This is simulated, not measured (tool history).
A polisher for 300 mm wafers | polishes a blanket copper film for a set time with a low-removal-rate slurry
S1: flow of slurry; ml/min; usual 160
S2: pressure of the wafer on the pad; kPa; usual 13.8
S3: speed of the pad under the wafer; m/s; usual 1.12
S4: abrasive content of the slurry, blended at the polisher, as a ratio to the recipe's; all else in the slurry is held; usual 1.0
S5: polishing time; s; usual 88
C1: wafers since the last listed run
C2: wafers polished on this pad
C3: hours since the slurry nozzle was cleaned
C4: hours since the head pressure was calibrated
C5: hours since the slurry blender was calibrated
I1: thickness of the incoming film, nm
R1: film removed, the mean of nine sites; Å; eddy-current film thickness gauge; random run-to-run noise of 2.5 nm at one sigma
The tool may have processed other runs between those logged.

run	hour	S1	S2	S3	S4	S5	C1	C2	C3	C4	C5	I1	R1
1	0.0	160	13.8	1.12	1.0	88	0	386	247.8	748.4	2.8	1371.9	1757
2	32.3	160	13.8	1.12	1.0	88	274	661	280.1	780.7	35.1	1365.4	1763
3	50.1	160	13.8	1.12	1.0	88	151	812	297.9	798.5	52.9	1383.7	1769
# hour 57.2: worn pad replaced by a new one
4	76.5	125	13.8	1.12	1.0	88	190	164	324.3	824.9	79.3	1375.4	1654
# hour 173.5: slurry nozzle cleaned
# hour 175.9: worn pad replaced by a new one
5	182.0	160	13.8	1.12	1.0	88	868	51	8.5	930.4	184.8	1373.3	1728
# hour 193.4: head pressure recalibrated
6	201.9	160	13.8	1.12	1.0	88	152	204	28.4	8.5	204.7	1385.2	1750
7	228.5	160	13.8	1.12	1.0	88	226	430	55.0	35.1	231.3	1346.9	1806
# hour 236.6: slurry blender recalibrated
8	262.0	160	13.8	1.12	1.0	88	267	697	88.5	68.6	25.4	1365.7	1708
9	288.4	160	13.8	1.12	1.0	88	224	922	114.9	95.0	51.8	1381.8	1767
# hour 295.2: worn pad replaced by a new one
10	310.2	160	13.8	1.12	1.0	88	151	127	136.7	116.8	73.6	1372.6	1806
11	328.6	160	13.8	1.12	1.0	88	156	283	155.1	135.2	92.0	1360.0	1764
12	346.3	160	13.8	0.98	1.0	88	150	434	172.8	152.9	109.7	1383.5	1632
13	372.0	215	13.8	1.22	1.1	103	218	652	198.5	178.6	135.4	1388.4	2400
14	386.3	145	13.8	0.94	1.3	109	121	774	212.8	192.9	149.7	1360.7	2006
# hour 397.4: worn pad replaced by a new one
15	415.6	125	13.8	1.50	1.2	88	215	155	242.1	222.2	179.0	1370.9	2337
16	442.1	160	13.8	1.12	1.0	88	225	380	268.6	248.7	205.5	1354.4	1773
17	466.9	185	12.4	0.72	1.0	88	210	591	293.4	273.5	230.3	1367.4	1135
# hour 489.7: slurry blender recalibrated
18	491.9	160	13.8	0.86	1.0	88	195	786	318.4	298.5	2.2	1368.9	1415
# hour 500.8: worn pad replaced by a new one
19	516.0	200	13.8	0.72	1.0	88	170	129	342.5	322.6	26.3	1370.0	1258
20	538.6	160	13.8	1.12	1.2	88	192	321	365.1	345.2	48.9	1357.7	1881

What differs in the tool's unlogged condition from the final listed run ahead of each entry between runs to the first listed run following it?
Run 3 -> run 4: worn pad replaced by a new one (hour 57.2)
  the hidden state is the same at both runs
Run 4 -> run 5: slurry nozzle cleaned (hour 173.5); worn pad replaced by a new one (hour 175.9)
  the hidden state is the same at both runs
Run 5 -> run 6: head pressure recalibrated (hour 193.4)
  the hidden state is the same at both runs
Run 7 -> run 8: slurry blender recalibrated (hour 236.6)
  the hidden state is the same at both runs
Run 9 -> run 10: worn pad replaced by a new one (hour 295.2)
  the hidden state is the same at both runs
Run 14 -> run 15: worn pad replaced by a new one (hour 397.4)
  the hidden state is the same at both runs
Run 17 -> run 18: slurry blender recalibrated (hour 489.7)
  the hidden state is the same at both runs
Run 18 -> run 19: worn pad replaced by a new one (hour 500.8)
  the hidden state is the same at both runs
